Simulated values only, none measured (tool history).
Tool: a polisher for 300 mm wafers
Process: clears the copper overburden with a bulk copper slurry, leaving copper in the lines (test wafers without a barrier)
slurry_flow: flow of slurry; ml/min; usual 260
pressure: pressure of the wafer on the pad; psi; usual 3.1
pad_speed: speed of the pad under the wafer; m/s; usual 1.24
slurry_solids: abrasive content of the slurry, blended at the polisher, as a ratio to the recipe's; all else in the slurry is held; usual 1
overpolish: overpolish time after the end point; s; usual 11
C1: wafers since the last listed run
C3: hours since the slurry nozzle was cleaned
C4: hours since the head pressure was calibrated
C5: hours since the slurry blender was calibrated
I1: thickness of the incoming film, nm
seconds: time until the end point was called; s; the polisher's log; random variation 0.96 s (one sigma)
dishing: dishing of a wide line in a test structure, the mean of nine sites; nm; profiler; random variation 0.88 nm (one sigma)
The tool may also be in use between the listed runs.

{"run": 1, "hour": 0.0, "slurry_flow": 260, "pressure": 3.1, "pad_speed": 1.24, "slurry_solids": 1, "overpolish": 11, "C1": 0, "wafers polished on this pad": 165, "C3": 512.3, "C4": 1254.1, "C5": 1.3, "I1": 806.8, "seconds": 51, "dishing": 70.7}
{"run": 2, "hour": 14.5, "slurry_flow": 260, "pressure": 3.1, "pad_speed": 1.24, "slurry_solids": 1, "overpolish": 11, "C1": 129, "wafers polished on this pad": 295, "C3": 526.8, "C4": 1268.6, "C5": 15.8, "I1": 797.9, "seconds": 52, "dishing": 70.6}
{"run": 3, "hour": 22.6, "slurry_flow": 260, "pressure": 3.1, "pad_speed": 1.24, "slurry_solids": 1, "overpolish": 11, "C1": 72, "wafers polished on this pad": 367, "C3": 534.9, "C4": 1276.7, "C5": 23.9, "I1": 816.3, "seconds": 52.4, "dishing": 71.3}
{"run": 4, "hour": 35.8, "slurry_flow": 260, "pressure": 3.1, "pad_speed": 1.24, "slurry_solids": 1, "overpolish": 11, "C1": 118, "wafers polished on this pad": 485, "C3": 548.1, "C4": 1289.9, "C5": 37.1, "I1": 812.7, "seconds": 51.8, "dishing": 71.4}
{"run": 5, "hour": 48.0, "slurry_flow": 260, "pressure": 3.1, "pad_speed": 1.24, "slurry_solids": 1, "overpolish": 11, "C1": 109, "wafers polished on this pad": 595, "C3": 560.3, "C4": 1302.1, "C5": 49.3, "I1": 817.7, "seconds": 53.8, "dishing": 73.4}
{"run": 6, "hour": 58.1, "slurry_flow": 260, "pressure": 3.1, "pad_speed": 1.24, "slurry_solids": 1, "overpolish": 11, "C1": 90, "wafers polished on this pad": 685, "C3": 570.4, "C4": 1312.2, "C5": 59.4, "I1": 806.5, "seconds": 49.7, "dishing": 71.2}
{"run": 7, "hour": 70.5, "slurry_flow": 285, "pressure": 3.1, "pad_speed": 1.24, "slurry_solids": 1, "overpolish": 11, "C1": 110, "wafers polished on this pad": 796, "C3": 582.8, "C4": 1324.6, "C5": 71.8, "I1": 804.2, "seconds": 50.4, "dishing": 72.2}
{"run": 8, "hour": 85.7, "slurry_flow": 225, "pressure": 3.1, "pad_speed": 0.92, "slurry_solids": 1, "overpolish": 11, "C1": 136, "wafers polished on this pad": 932, "C3": 598, "C4": 1339.8, "C5": 87, "I1": 795.6, "seconds": 61.9, "dishing": 63.8}
{"run": 9, "hour": 92.0, "slurry_flow": 260, "pressure": 2.1, "pad_speed": 1.24, "slurry_solids": 0.8, "overpolish": 16, "C1": 56, "wafers polished on this pad": 988, "C3": 604.3, "C4": 1346.1, "C5": 93.3, "I1": 811, "seconds": 83.9, "dishing": 66.6}
{"run": 10, "hour": 110.0, "slurry_flow": 260, "pressure": 3.6, "pad_speed": 1.24, "slurry_solids": 0.85, "overpolish": 9, "C1": 161, "wafers polished on this pad": 1149, "C3": 622.3, "C4": 1364.1, "C5": 111.3, "I1": 814.9, "seconds": 47.2, "dishing": 68.3}
{"run": 11, "hour": 117.1, "slurry_flow": 260, "pressure": 3.1, "pad_speed": 1.24, "slurry_solids": 1, "overpolish": 11, "C1": 63, "wafers polished on this pad": 1213, "C3": 629.4, "C4": 1371.2, "C5": 118.4, "I1": 820.9, "seconds": 52.5, "dishing": 71.6}
{"hour": 122.1, "done": "head pressure recalibrated"}
{"run": 12, "hour": 130.1, "slurry_flow": 335, "pressure": 3.1, "pad_speed": 0.82, "slurry_solids": 1, "overpolish": 9, "C1": 98, "wafers polished on this pad": 1311, "C3": 642.4, "C4": 8, "C5": 131.4, "I1": 801.8, "seconds": 66, "dishing": 58.3}
{"run": 13, "hour": 140.1, "slurry_flow": 195, "pressure": 3.1, "pad_speed": 1.24, "slurry_solids": 1, "overpolish": 17, "C1": 89, "wafers polished on this pad": 1401, "C3": 652.4, "C4": 18, "C5": 141.4, "I1": 795.4, "seconds": 54.4, "dishing": 80.3}
{"run": 14, "hour": 151.1, "slurry_flow": 195, "pressure": 3.7, "pad_speed": 1.24, "slurry_solids": 0.75, "overpolish": 5, "C1": 98, "wafers polished on this pad": 1499, "C3": 663.4, "C4": 29, "C5": 152.4, "I1": 811.4, "seconds": 48.4, "dishing": 48}
{"hour": 156.5, "done": "worn pad replaced by a new one"}
{"run": 15, "hour": 160.5, "slurry_flow": 260, "pressure": 3.4, "pad_speed": 1.24, "slurry_solids": 0.9, "overpolish": 11, "C1": 48, "wafers polished on this pad": 35, "C3": 672.8, "C4": 38.4, "C5": 161.8, "I1": 802.2, "seconds": 48.6, "dishing": 73}
{"hour": 173.5, "done": "slurry nozzle cleaned"}
{"run": 16, "hour": 175.6, "slurry_flow": 260, "pressure": 3.6, "pad_speed": 1.66, "slurry_solids": 1, "overpolish": 11, "C1": 126, "wafers polished on this pad": 162, "C3": 2.1, "C4": 53.5, "C5": 176.9, "I1": 818.1, "seconds": 38.1, "dishing": 82.2}
{"run": 17, "hour": 184.9, "slurry_flow": 325, "pressure": 3.1, "pad_speed": 1.64, "slurry_solids": 0.9, "overpolish": 11, "C1": 83, "wafers polished on this pad": 245, "C3": 11.4, "C4": 62.8, "C5": 186.2, "I1": 810.8, "seconds": 41.9, "dishing": 76.8}
{"hour": 192.0, "done": "slurry blender recalibrated"}
{"run": 18, "hour": 194.6, "slurry_flow": 260, "pressure": 3.1, "pad_speed": 1.24, "slurry_solids": 1, "overpolish": 16, "C1": 68, "wafers polished on this pad": 314, "C3": 21.1, "C4": 72.5, "C5": 2.6, "I1": 798.7, "seconds": 52.2, "dishing": 79.9}
{"run": 19, "hour": 201.6, "slurry_flow": 290, "pressure": 3.1, "pad_speed": 1.24, "slurry_solids": 1, "overpolish": 18, "C1": 62, "wafers polished on this pad": 376, "C3": 28.1, "C4": 79.5, "C5": 9.6, "I1": 808.4, "seconds": 51, "dishing": 82.1}
{"run": 20, "hour": 217.2, "slurry_flow": 260, "pressure": 2.1, "pad_speed": 1.24, "slurry_solids": 0.8, "overpolish": 16, "C1": 139, "wafers polished on this pad": 516, "C3": 43.7, "C4": 95.1, "C5": 25.2, "I1": 800.5, "seconds": 82.3, "dishing": 65.8}
{"run": 21, "hour": 225.9, "slurry_flow": 260, "pressure": 2.3, "pad_speed": 1.46, "slurry_solids": 0.9, "overpolish": 11, "C1": 77, "wafers polished on this pad": 594, "C3": 52.4, "C4": 103.8, "C5": 33.9, "I1": 798.2, "seconds": 65.8, "dishing": 63}
{"run": 22, "hour": 237.3, "slurry_flow": 260, "pressure": 3.1, "pad_speed": 1.56, "slurry_solids": 0.85, "overpolish": 11, "C1": 102, "wafers polished on this pad": 696, "C3": 63.8, "C4": 115.2, "C5": 45.3, "I1": 802.5, "seconds": 45.7, "dishing": 74.4}
{"run": 23, "hour": 254.0, "slurry_flow": 260, "pressure": 2.7, "pad_speed": 1.58, "slurry_solids": 1, "overpolish": 11, "C1": 149, "wafers polished on this pad": 845, "C3": 80.5, "C4": 131.9, "C5": 62, "I1": 801.2, "seconds": 49.8, "dishing": 71.5}
{"run": 24, "hour": 268.1, "slurry_flow": 260, "pressure": 3.1, "pad_speed": 1.24, "slurry_solids": 1, "overpolish": 11, "C1": 126, "wafers polished on this pad": 971, "C3": 94.6, "C4": 146, "C5": 76.1, "I1": 794.5, "seconds": 50.6, "dishing": 72.1}
{"run": 25, "hour": 284.3, "slurry_flow": 260, "pressure": 2.5, "pad_speed": 1.24, "slurry_solids": 1, "overpolish": 15, "C1": 144, "wafers polished on this pad": 1116, "C3": 110.8, "C4": 162.2, "C5": 92.3, "I1": 806.5, "seconds": 64.7, "dishing": 72.6}
{"hour": 291.8, "done": "worn pad replaced by a new one"}
{"run": 26, "hour": 292.3, "slurry_flow": 260, "pressure": 3.1, "pad_speed": 1.24, "slurry_solids": 1, "overpolish": 11, "C1": 35, "wafers polished on this pad": 4, "C3": 118.8, "C4": 170.2, "C5": 100.3, "I1": 820.4, "seconds": 52.3, "dishing": 70.5}
{"run": 27, "hour": 300.8, "slurry_flow": 230, "pressure": 3.1, "pad_speed": 1.24, "slurry_solids": 1, "overpolish": 18, "C1": 76, "wafers polished on this pad": 80, "C3": 127.3, "C4": 178.7, "C5": 108.8, "I1": 801.2, "seconds": 52.5, "dishing": 82.4}
{"run": 28, "hour": 311.9, "slurry_flow": 260, "pressure": 3.1, "pad_speed": 1.54, "slurry_solids": 1, "overpolish": 11, "C1": 99, "wafers polished on this pad": 179, "C3": 138.4, "C4": 189.8, "C5": 119.9, "I1": 804.3, "seconds": 43.6, "dishing": 75}
{"run": 29, "hour": 325.5, "slurry_flow": 310, "pressure": 3.1, "pad_speed": 1.24, "slurry_solids": 1, "overpolish": 11, "C1": 121, "wafers polished on this pad": 301, "C3": 152, "C4": 203.4, "C5": 133.5, "I1": 825.3, "seconds": 52.7, "dishing": 72.6}
{"run": 30, "hour": 336.6, "slurry_flow": 260, "pressure": 3.1, "pad_speed": 1.5, "slurry_solids": 1, "overpolish": 11, "C1": 99, "wafers polished on this pad": 400, "C3": 163.1, "C4": 214.5, "C5": 144.6, "I1": 816.5, "seconds": 46.1, "dishing": 73.9}

What if the next run were any one of these 3? Each begins from the tool's condition after run 30:
{"run": "A", "hour": 337.0, "slurry_flow": 260, "pressure": 3.1, "pad_speed": 1.24, "slurry_solids": 1.25, "overpolish": 11, "C1": 3, "wafers polished on this pad": 404, "C3": 163.5, "C4": 214.9, "C5": 145, "I1": 817.2, "seconds": "?", "dishing": "?"}
{"run": "B", "hour": 337.0, "slurry_flow": 330, "pressure": 3.6, "pad_speed": 0.84, "slurry_solids": 0.8, "overpolish": 11, "C1": 3, "wafers polished on this pad": 404, "C3": 163.5, "C4": 214.9, "C5": 145, "I1": 817.2, "seconds": "?", "dishing": "?"}
{"run": "C", "hour": 337.0, "slurry_flow": 260, "pressure": 3.1, "pad_speed": 1.52, "slurry_solids": 1, "overpolish": 11, "C1": 3, "wafers polished on this pad": 404, "C3": 163.5, "C4": 214.9, "C5": 145, "I1": 817.2, "seconds": "?", "dishing": "?"}

run=A seconds=48.3 dishing=73.5
run=B seconds=60.8 dishing=67.8
run=C seconds=44.7 dishing=75.5
Had the tool no hidden state, the same runs would have come out as:
run=A seconds=48.3 dishing=73.5
run=B seconds=60.8 dishing=67.8
run=C seconds=44.7 dishing=75.5
